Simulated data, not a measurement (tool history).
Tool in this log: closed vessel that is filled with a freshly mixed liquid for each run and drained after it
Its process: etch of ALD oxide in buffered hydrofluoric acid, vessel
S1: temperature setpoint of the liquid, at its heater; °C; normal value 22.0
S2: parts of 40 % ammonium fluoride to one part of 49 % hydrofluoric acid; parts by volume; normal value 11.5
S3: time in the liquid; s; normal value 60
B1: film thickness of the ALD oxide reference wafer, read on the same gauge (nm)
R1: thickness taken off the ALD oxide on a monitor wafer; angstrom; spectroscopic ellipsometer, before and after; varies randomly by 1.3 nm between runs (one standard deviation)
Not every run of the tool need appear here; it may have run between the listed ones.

| run | hour | S1 | S2 | S3 | B1 | R1 |
|---|---|---|---|---|---|---|
| 1 | 0.0 | 22.0 | 11.5 | 60 | 49.99 | 1371.6 |
| 2 | 37.8 | 22.0 | 11.5 | 60 | 50.00 | 1396.2 |
| 3 | 52.8 | 22.0 | 11.5 | 60 | 50.00 | 1359.2 |
| 4 | 66.2 | 22.0 | 11.5 | 60 | 50.02 | 1354.7 |
| 5 | 110.9 | 19.0 | 11.5 | 60 | 49.98 | 1151.0 |
| 6 | 121.8 | 22.0 | 11.5 | 40 | 49.98 | 925.8 |
| 7 | 132.2 | 22.0 | 11.5 | 40 | 50.00 | 927.8 |
| 8 | 147.0 | 22.0 | 11.5 | 60 | 50.00 | 1366.0 |
|  | 159.8 | thermometer replaced |
| 9 | 164.4 | 22.0 | 10.0 | 60 | 50.02 | 1572.7 |
| 10 | 175.9 | 22.0 | 10.0 | 60 | 49.99 | 1595.5 |
|  | 183.2 | gauge calibrated |
| 11 | 189.9 | 22.0 | 11.5 | 60 | 49.98 | 1379.2 |
| 12 | 199.5 | 22.0 | 11.5 | 60 | 50.01 | 1380.6 |
| 13 | 207.2 | 22.0 | 11.5 | 60 | 50.00 | 1369.6 |
| 14 | 218.1 | 22.0 | 11.5 | 60 | 50.01 | 1373.6 |
| 15 | 232.2 | 22.0 | 11.5 | 60 | 50.02 | 1346.6 |
|  | 240.6 | hydrofluoric acid flow meter replaced |
| 16 | 249.9 | 22.0 | 11.5 | 40 | 49.99 | 911.9 |
| 17 | 264.2 | 22.0 | 10.0 | 45 | 50.02 | 1178.6 |
| 18 | 273.6 | 21.0 | 11.5 | 60 | 49.98 | 1307.6 |
| 19 | 288.4 | 22.0 | 11.5 | 60 | 49.98 | 1357.9 |
| 20 | 303.0 | 22.0 | 8.5 | 60 | 49.99 | 1769.7 |
| 21 | 311.4 | 22.0 | 10.5 | 60 | 49.99 | 1488.1 |
| 22 | 357.5 | 27.0 | 9.5 | 60 | 50.02 | 2155.6 |
| 23 | 367.9 | 17.5 | 8.0 | 75 | 49.99 | 1871.3 |
| 24 | 381.1 | 22.0 | 8.5 | 60 | 50.01 | 1836.1 |
| 25 | 394.5 | 22.0 | 14.5 | 60 | 50.00 | 1092.0 |
| 26 | 407.8 | 22.0 | 11.5 | 60 | 50.01 | 1393.7 |
| 27 | 415.9 | 22.0 | 11.5 | 60 | 50.00 | 1386.4 |
| 28 | 429.4 | 25.5 | 14.5 | 60 | 50.00 | 1322.4 |
| 29 | 439.0 | 26.5 | 11.5 | 60 | 50.00 | 1779.9 |
| 30 | 452.3 | 26.5 | 14.0 | 50 | 49.99 | 1209.6 |
| 31 | 465.8 | 22.0 | 8.0 | 60 | 50.02 | 1920.5 |
| 32 | 476.0 | 23.5 | 15.5 | 90 | 50.00 | 1711.0 |
| 33 | 484.0 | 19.0 | 15.0 | 45 | 50.01 | 676.6 |

Consider 5 possible next runs. They are alternatives, not a sequence: every one starts from the tool as it was left by run 33. What does each give?
| A | 484.7 | 27.0 | 11.5 | 60 | ? | ? |
| B | 484.7 | 22.0 | 15.0 | 60 | ? | ? |
| C | 484.7 | 17.5 | 16.0 | 30 | ? | ? |
| D | 484.7 | 22.0 | 13.5 | 85 | ? | ? |
| E | 484.7 | 19.5 | 12.5 | 90 | ? | ? |

| run | B1 | R1 |
|---|---|---|
| A | 49.97 | 1819.2 |
| B | 49.97 | 1068.3 |
| C | 49.97 | 389.3 |
| D | 49.97 | 1678.4 |
| E | 49.97 | 1667.0 |
What these runs would have given with no unlogged condition in the tool:
| run | R1 |
|---|---|
| A | 1819.2 |
| B | 1068.3 |
| C | 389.3 |
| D | 1678.4 |
| E | 1667.0 |
